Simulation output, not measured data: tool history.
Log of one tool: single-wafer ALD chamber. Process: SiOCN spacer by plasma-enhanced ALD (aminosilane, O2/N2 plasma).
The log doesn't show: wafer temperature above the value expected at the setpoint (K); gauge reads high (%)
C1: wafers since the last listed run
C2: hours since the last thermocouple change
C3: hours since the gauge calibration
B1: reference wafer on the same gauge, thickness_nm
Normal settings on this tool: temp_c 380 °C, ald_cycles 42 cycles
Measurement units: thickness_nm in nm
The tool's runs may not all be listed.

Run 1, hour 0: usual settings but temp_c 370 °C; C1 0; C2 1616.7; C3 219.9; B1 2.17. Result: thickness_nm 2.465 nm.
Run 2, hour 12.4: usual settings but temp_c 370 °C; C1 75; C2 1629.1; C3 232.3; B1 2.171. Result: thickness_nm 2.452 nm.
Run 3, hour 26.8: usual settings but temp_c 376 °C, ald_cycles 36 cycles; C1 87; C2 1643.5; C3 246.7; B1 2.17. Result: thickness_nm 2.102 nm.
Run 4, hour 40.3: usual settings but temp_c 376 °C, ald_cycles 36 cycles; C1 81; C2 1657; C3 260.2; B1 2.168. Result: thickness_nm 2.108 nm.
Run 5, hour 58.1: usual settings but temp_c 386 °C, ald_cycles 38 cycles; C1 107; C2 1674.8; C3 278; B1 2.169. Result: thickness_nm 2.225 nm.
Run 6, hour 67.8: usual settings but temp_c 386 °C, ald_cycles 38 cycles; C1 58; C2 1684.5; C3 287.7; B1 2.169. Result: thickness_nm 2.217 nm.
Run 7, hour 85.3: usual settings but temp_c 386 °C, ald_cycles 38 cycles; C1 105; C2 1702; C3 305.2; B1 2.171. Result: thickness_nm 2.22 nm.
Run 8, hour 101.3: usual settings; C1 96; C2 1718; C3 321.2; B1 2.168. Result: thickness_nm 2.454 nm.
Run 9, hour 114.9: usual settings; C1 82; C2 1731.6; C3 334.8; B1 2.172. Result: thickness_nm 2.457 nm.
At hour 125.8: gauge calibrated.
At hour 143.4: thermocouple changed; heater temperature recalibrated.
Run 10, hour 155.4: usual settings; C1 196; C2 12; C3 29.6; B1 2.172. Result: thickness_nm 2.466 nm.
Run 11, hour 170.3: usual settings but ald_cycles 48 cycles; C1 90; C2 26.9; C3 44.5; B1 2.17. Result: thickness_nm 2.82 nm.
Run 12, hour 185.8: usual settings; C1 93; C2 42.4; C3 60; B1 2.169. Result: thickness_nm 2.465 nm.
Run 13, hour 198.8: usual settings but ald_cycles 45 cycles; C1 78; C2 55.4; C3 73; B1 2.169. Result: thickness_nm 2.634 nm.
Run 14, hour 211.2: usual settings; C1 75; C2 67.8; C3 85.4; B1 2.171. Result: thickness_nm 2.467 nm.
Run 15, hour 226: usual settings but temp_c 388 °C; C1 89; C2 82.6; C3 100.2; B1 2.17. Result: thickness_nm 2.457 nm.
Run 16, hour 235.2: usual settings but temp_c 370 °C; C1 55; C2 91.8; C3 109.4; B1 2.169. Result: thickness_nm 2.47 nm.
Run 17, hour 244.9: usual settings but temp_c 372 °C; C1 58; C2 101.5; C3 119.1; B1 2.172. Result: thickness_nm 2.46 nm.
Run 18, hour 256.7: usual settings but ald_cycles 39 cycles; C1 71; C2 113.3; C3 130.9; B1 2.169. Result: thickness_nm 2.288 nm.
Run 19, hour 263.9: usual settings but temp_c 388 °C, ald_cycles 35 cycles; C1 43; C2 120.5; C3 138.1; B1 2.17. Result: thickness_nm 2.049 nm.
Run 20, hour 280.5: usual settings; C1 100; C2 137.1; C3 154.7; B1 2.169. Result: thickness_nm 2.462 nm.
Run 21, hour 287.4: usual settings but temp_c 369 °C, ald_cycles 35 cycles; C1 41; C2 144; C3 161.6; B1 2.17. Result: thickness_nm 2.056 nm.
Run 22, hour 294: usual settings; C1 39; C2 150.6; C3 168.2; B1 2.169. Result: thickness_nm 2.459 nm.
Run 23, hour 304.6: usual settings but ald_cycles 40 cycles; C1 64; C2 161.2; C3 178.8; B1 2.169. Result: thickness_nm 2.349 nm.
Run 24, hour 316.5: usual settings but temp_c 392 °C, ald_cycles 38 cycles; C1 72; C2 173.1; C3 190.7; B1 2.172. Result: thickness_nm 2.221 nm.
Run 25, hour 334.2: usual settings but temp_c 372 °C, ald_cycles 34 cycles; C1 107; C2 190.8; C3 208.4; B1 2.168. Result: thickness_nm 1.985 nm.

3 options for the next run, each taken on its own from the tool as it stands now. Forecast them:
Run A, hour 334.7: usual settings; C1 3; C2 191.3; C3 208.9; B1 ?. Result: thickness_nm ?.
Run B, hour 334.7: usual settings but temp_c 371 °C; C1 3; C2 191.3; C3 208.9; B1 ?. Result: thickness_nm ?.
Run C, hour 334.7: usual settings but temp_c 373 °C, ald_cycles 34 cycles; C1 3; C2 191.3; C3 208.9; B1 ?. Result: thickness_nm ?.

run    B1  thickness_nm
  A  2.17         2.455
  B  2.17         2.455
  C  2.17         1.987
With no hidden state in the tool, these same runs would have given:
run  thickness_nm
  A         2.455
  B         2.455
  C         1.987
